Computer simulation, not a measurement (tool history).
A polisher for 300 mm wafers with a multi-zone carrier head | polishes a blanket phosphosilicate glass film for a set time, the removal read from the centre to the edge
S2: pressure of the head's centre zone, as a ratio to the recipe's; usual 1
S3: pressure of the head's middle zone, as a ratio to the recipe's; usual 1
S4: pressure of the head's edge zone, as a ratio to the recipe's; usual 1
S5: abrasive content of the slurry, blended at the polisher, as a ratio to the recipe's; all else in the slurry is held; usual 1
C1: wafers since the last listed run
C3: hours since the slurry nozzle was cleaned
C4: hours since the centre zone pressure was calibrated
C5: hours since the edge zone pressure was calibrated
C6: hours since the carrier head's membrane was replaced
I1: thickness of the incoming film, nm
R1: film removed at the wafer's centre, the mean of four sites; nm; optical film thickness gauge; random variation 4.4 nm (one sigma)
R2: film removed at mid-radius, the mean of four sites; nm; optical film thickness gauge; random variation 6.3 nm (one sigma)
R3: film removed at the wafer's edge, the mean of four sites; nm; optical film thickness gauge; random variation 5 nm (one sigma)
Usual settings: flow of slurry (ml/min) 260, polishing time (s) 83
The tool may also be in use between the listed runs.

Run 1, day 0: usual settings but flow of slurry (ml/min) 330, S3 0.93; C1 0; wafers polished on this pad 455; C3 333.8; C4 1482.3; C5 449.2; C6 348.7; I1 4149.2. Result: R1 715.1 nm, R2 669.9 nm, R3 682.1 nm.
Run 2, day 0.417: usual settings but flow of slurry (ml/min) 330, S3 0.93; C1 91; wafers polished on this pad 546; C3 343.8; C4 1492.3; C5 459.2; C6 358.7; I1 4253.4. Result: R1 714.7 nm, R2 670.4 nm, R3 678.9 nm.
Run 3, day 0.896: usual settings but flow of slurry (ml/min) 330, S3 0.93; C1 104; wafers polished on this pad 651; C3 355.3; C4 1503.8; C5 470.7; C6 370.2; I1 4204.2. Result: R1 720.6 nm, R2 655.8 nm, R3 680 nm.
Run 4, day 1.346: usual settings; C1 98; wafers polished on this pad 749; C3 366.1; C4 1514.6; C5 481.5; C6 381; I1 4216.2. Result: R1 698.1 nm, R2 688.6 nm, R3 660.1 nm.
Run 5, day 1.858: usual settings; C1 111; wafers polished on this pad 861; C3 378.4; C4 1526.9; C5 493.8; C6 393.3; I1 4254.1. Result: R1 698.5 nm, R2 678.9 nm, R3 659.5 nm.
Run 6, day 2.325: usual settings; C1 101; wafers polished on this pad 963; C3 389.6; C4 1538.1; C5 505; C6 404.5; I1 4237.8. Result: R1 685.7 nm, R2 688.7 nm, R3 658.7 nm.
Run 7, day 2.754: usual settings; C1 93; wafers polished on this pad 1057; C3 399.9; C4 1548.4; C5 515.3; C6 414.8; I1 4153.9. Result: R1 686 nm, R2 680.4 nm, R3 659.1 nm.
At day 3.442: centre zone pressure recalibrated.
At day 3.596: worn pad replaced by a new one.
Run 8, day 3.617: usual settings; C1 136; wafers polished on this pad 4; C3 420.6; C4 4.2; C5 536; C6 435.5; I1 4192.8. Result: R1 703 nm, R2 692.9 nm, R3 691.5 nm.
Run 9, day 3.654: usual settings; C1 8; wafers polished on this pad 12; C3 421.5; C4 5.1; C5 536.9; C6 436.4; I1 4190.5. Result: R1 708.5 nm, R2 691.7 nm, R3 675.7 nm.
At day 4.121: slurry nozzle cleaned.
Run 10, day 4.142: usual settings; C1 97; wafers polished on this pad 109; C3 0.5; C4 16.8; C5 548.6; C6 448.1; I1 4286.4. Result: R1 701.9 nm, R2 694.3 nm, R3 685.7 nm.
Run 11, day 4.433: usual settings; C1 63; wafers polished on this pad 173; C3 7.5; C4 23.8; C5 555.6; C6 455.1; I1 4273.7. Result: R1 703.8 nm, R2 695.7 nm, R3 674 nm.
At day 5.117: carrier head's membrane replaced by a new one.
Run 12, day 5.138: usual settings but S4 0.9, S5 0.75; C1 108; wafers polished on this pad 281; C3 24.4; C4 40.7; C5 572.5; C6 0.5; I1 4294.8. Result: R1 632.8 nm, R2 624.2 nm, R3 583.2 nm.
Run 13, day 5.679: usual settings but S5 1.25; C1 118; wafers polished on this pad 400; C3 37.4; C4 53.7; C5 585.5; C6 13.5; I1 4138.3. Result: R1 762.8 nm, R2 746.5 nm, R3 730.4 nm.
Run 14, day 6.221: usual settings but flow of slurry (ml/min) 295, polishing time (s) 54; C1 118; wafers polished on this pad 518; C3 50.4; C4 66.7; C5 598.5; C6 26.5; I1 4188.9. Result: R1 458.8 nm, R2 452.1 nm, R3 441.9 nm.
Run 15, day 6.521: usual settings but flow of slurry (ml/min) 300; C1 65; wafers polished on this pad 584; C3 57.6; C4 73.9; C5 605.7; C6 33.7; I1 4212.8. Result: R1 708.4 nm, R2 698.2 nm, R3 686.5 nm.
At day 6.875: edge zone pressure recalibrated.
Run 16, day 6.917: usual settings but flow of slurry (ml/min) 230, S3 0.89; C1 68; wafers polished on this pad 652; C3 67.1; C4 83.4; C5 1; C6 43.2; I1 4223.2. Result: R1 692.2 nm, R2 635 nm, R3 673.6 nm.
Run 17, day 7.25: usual settings but flow of slurry (ml/min) 305, S3 0.97, S4 1.08; C1 72; wafers polished on this pad 725; C3 75.1; C4 91.4; C5 9; C6 51.2; I1 4272.9. Result: R1 705.3 nm, R2 668 nm, R3 697.6 nm.
Run 18, day 7.925: usual settings; C1 147; wafers polished on this pad 872; C3 91.3; C4 107.6; C5 25.2; C6 67.4; I1 4170.2. Result: R1 689.5 nm, R2 681.3 nm, R3 666.9 nm.
Run 19, day 8.371: usual settings but flow of slurry (ml/min) 315, S2 1.08, S4 0.93; C1 97; wafers polished on this pad 969; C3 102; C4 118.3; C5 35.9; C6 78.1; I1 4200.4. Result: R1 763.2 nm, R2 690.8 nm, R3 651.3 nm.
Run 20, day 8.883: usual settings but flow of slurry (ml/min) 345, S4 0.94, polishing time (s) 106; C1 111; wafers polished on this pad 1081; C3 114.3; C4 130.6; C5 48.2; C6 90.4; I1 4226.1. Result: R1 888.4 nm, R2 877.9 nm, R3 842.1 nm.
Run 21, day 9.167: usual settings but flow of slurry (ml/min) 330, S2 0.93, S4 0.97, polishing time (s) 72; C1 61; wafers polished on this pad 1143; C3 121.1; C4 137.4; C5 55; C6 97.2; I1 4118.5. Result: R1 560.2 nm, R2 595.9 nm, R3 581 nm.

Hidden state at the last listed run before each entry between runs and at the first one after, where it differs:
Between runs 7 and 8: centre zone pressure recalibrated (day 3.442); worn pad replaced by a new one (day 3.596)
  removal rate lost through wear of the pad, %: 2.96 -> 0.142
  measured less the result without the state, R1: -20.9 -> -1 nm; R2: -20.7 -> -0.9 nm; R3: -20.2 -> -0.9 nm
Between runs 9 and 10: slurry nozzle cleaned (day 4.121)
  removal rate lost through wear of the pad, %: 0.142 -> 0.174
  measured less the result without the state, R1: -1 -> -1.2 nm; R2: -1 -> -1.2 nm; R3: -1 -> -1.2 nm
Between runs 11 and 12: carrier head's membrane replaced by a new one (day 5.117)
  removal rate lost through wear of the pad, %: 0.218 -> 0.401
  measured less the result without the state, R1: -1.5 -> -2.5 nm; R2: -1.5 -> -2.5 nm; R3: -1.4 -> -2.3 nm
Between runs 15 and 16: edge zone pressure recalibrated (day 6.875)
  removal rate lost through wear of the pad, %: 1.07 -> 1.34
  measured less the result without the state, R1: -7.7 -> -9.4 nm; R2: -7.6 -> -8.6 nm; R3: -7.5 -> -9.2 nm
